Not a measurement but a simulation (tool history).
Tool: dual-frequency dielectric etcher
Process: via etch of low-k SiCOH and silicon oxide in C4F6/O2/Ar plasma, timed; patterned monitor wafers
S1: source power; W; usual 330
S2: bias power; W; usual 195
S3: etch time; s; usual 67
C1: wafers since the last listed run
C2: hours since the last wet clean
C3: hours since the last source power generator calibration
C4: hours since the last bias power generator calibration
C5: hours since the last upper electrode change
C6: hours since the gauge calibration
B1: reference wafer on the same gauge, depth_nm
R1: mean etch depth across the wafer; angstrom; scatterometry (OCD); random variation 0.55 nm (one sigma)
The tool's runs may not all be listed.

Run 1, hour 0: usual settings but S2 227 W; C1 0; C2 80.3; C3 2524.9; C4 4103.3; C5 3096.7; C6 160; B1 179. Result: R1 1749 angstrom.
Run 2, hour 36.1: usual settings but S2 227 W; C1 349; C2 116.4; C3 2561; C4 4139.4; C5 3132.8; C6 196.1; B1 179. Result: R1 1749 angstrom.
Run 3, hour 60.6: usual settings but S2 227 W; C1 237; C2 140.9; C3 2585.5; C4 4163.9; C5 3157.3; C6 220.6; B1 178.9. Result: R1 1746 angstrom.
Run 4, hour 104.5: usual settings; C1 425; C2 184.8; C3 2629.4; C4 4207.8; C5 3201.2; C6 264.5; B1 179. Result: R1 1647 angstrom.
Run 5, hour 122.5: usual settings; C1 174; C2 202.8; C3 2647.4; C4 4225.8; C5 3219.2; C6 282.5; B1 178.9. Result: R1 1630 angstrom.
Run 6, hour 132.2: usual settings; C1 93; C2 212.5; C3 2657.1; C4 4235.5; C5 3228.9; C6 292.2; B1 179.1. Result: R1 1643 angstrom.
Run 7, hour 146.5: usual settings but S1 310 W; C1 138; C2 226.8; C3 2671.4; C4 4249.8; C5 3243.2; C6 306.5; B1 179. Result: R1 1590 angstrom.
At hour 167.1: source power generator calibrated.
At hour 187.6: gauge calibrated.
Run 8, hour 195.1: usual settings but S1 310 W; C1 432; C2 275.4; C3 28; C4 4298.4; C5 3291.8; C6 7.5; B1 179. Result: R1 1589 angstrom.
Run 9, hour 205.6: usual settings but S3 82 s; C1 101; C2 285.9; C3 38.5; C4 4308.9; C5 3302.3; C6 18; B1 179. Result: R1 1986 angstrom.
At hour 214.5: bias power generator calibrated.
Run 10, hour 217.1: usual settings but S3 82 s; C1 72; C2 297.4; C3 50; C4 2.6; C5 3313.8; C6 29.5; B1 179. Result: R1 1995 angstrom.
Run 11, hour 225: usual settings but S3 82 s; C1 76; C2 305.3; C3 57.9; C4 10.5; C5 3321.7; C6 37.4; B1 179. Result: R1 1981 angstrom.
At hour 253.9: upper electrode replaced.
Run 12, hour 254.4: usual settings but S2 168 W; C1 52; C2 334.7; C3 87.3; C4 39.9; C5 0.5; C6 66.8; B1 179. Result: R1 1526 angstrom.
Run 13, hour 254.7: usual settings but S1 290 W, S3 61 s; C1 2; C2 335; C3 87.6; C4 40.2; C5 0.8; C6 67.1; B1 178.9. Result: R1 1393 angstrom.
Run 14, hour 255: usual settings but S1 270 W, S2 236 W, S3 62 s; C1 2; C2 335.3; C3 87.9; C4 40.5; C5 1.1; C6 67.4; B1 178.9. Result: R1 1490 angstrom.
Run 15, hour 289.9: usual settings; C1 338; C2 370.2; C3 122.8; C4 75.4; C5 36; C6 102.3; B1 179. Result: R1 1618 angstrom.
Run 16, hour 297.7: usual settings but S2 151 W; C1 75; C2 378; C3 130.6; C4 83.2; C5 43.8; C6 110.1; B1 178.8. Result: R1 1460 angstrom.
At hour 326.6: wet clean of the chamber.
Run 17, hour 327.1: usual settings but S2 172 W, S3 57 s; C1 52; C2 0.5; C3 160; C4 112.6; C5 73.2; C6 139.5; B1 179.2. Result: R1 1346 angstrom.
Run 18, hour 327.5: usual settings; C1 3; C2 0.9; C3 160.4; C4 113; C5 73.6; C6 139.9; B1 178.9. Result: R1 1653 angstrom.
Run 19, hour 338.2: usual settings; C1 103; C2 11.6; C3 171.1; C4 123.7; C5 84.3; C6 150.6; B1 179.1. Result: R1 1657 angstrom.
Run 20, hour 352.6: usual settings but S2 148 W; C1 139; C2 26; C3 185.5; C4 138.1; C5 98.7; C6 165; B1 179. Result: R1 1484 angstrom.
Run 21, hour 360.7: usual settings but S1 390 W, S2 233 W, S3 56 s; C1 78; C2 34.1; C3 193.6; C4 146.2; C5 106.8; C6 173.1; B1 179. Result: R1 1583 angstrom.
Run 22, hour 375.8: usual settings but S1 270 W, S2 236 W, S3 62 s; C1 146; C2 49.2; C3 208.7; C4 161.3; C5 121.9; C6 188.2; B1 179.1. Result: R1 1527 angstrom.
Run 23, hour 384.4: usual settings but S1 380 W; C1 83; C2 57.8; C3 217.3; C4 169.9; C5 130.5; C6 196.8; B1 179. Result: R1 1755 angstrom.
Run 24, hour 395.9: usual settings but S1 310 W, S2 210 W, S3 47.5 s; C1 111; C2 69.3; C3 228.8; C4 181.4; C5 142; C6 208.3; B1 179. Result: R1 1177 angstrom.
Run 25, hour 412.6: usual settings but S2 219 W; C1 161; C2 86; C3 245.5; C4 198.1; C5 158.7; C6 225; B1 179. Result: R1 1731 angstrom.

Hidden state or all else? Some run-to-run changes of R1, split into what the settings, what came in and random variation would give without the hidden state, and what is left for the hidden state (with any gauge scatter that isn't in both results):
The hidden state here: etch rate over this chamber's usual, %; source power that arrives over what is set, %; bias power that arrives over what is set, %; gauge reads high (%).
Run 8 -> 9: S1 310 -> 330, S3 67 -> 82. R1 +397 angstrom: hidden state -9, all else +406.
Run 16 -> 17: S2 151 -> 172, S3 67 -> 57, wet clean of the chamber. R1 -114 angstrom: hidden state +41, all else -155.
Run 23 -> 24: S1 380 -> 310, S2 195 -> 210, S3 67 -> 47.5. R1 -578 angstrom: hidden state +0, all else -578.
Run 24 -> 25: S1 310 -> 330, S2 210 -> 219, S3 47.5 -> 67. R1 +554 angstrom: hidden state -4, all else +558.

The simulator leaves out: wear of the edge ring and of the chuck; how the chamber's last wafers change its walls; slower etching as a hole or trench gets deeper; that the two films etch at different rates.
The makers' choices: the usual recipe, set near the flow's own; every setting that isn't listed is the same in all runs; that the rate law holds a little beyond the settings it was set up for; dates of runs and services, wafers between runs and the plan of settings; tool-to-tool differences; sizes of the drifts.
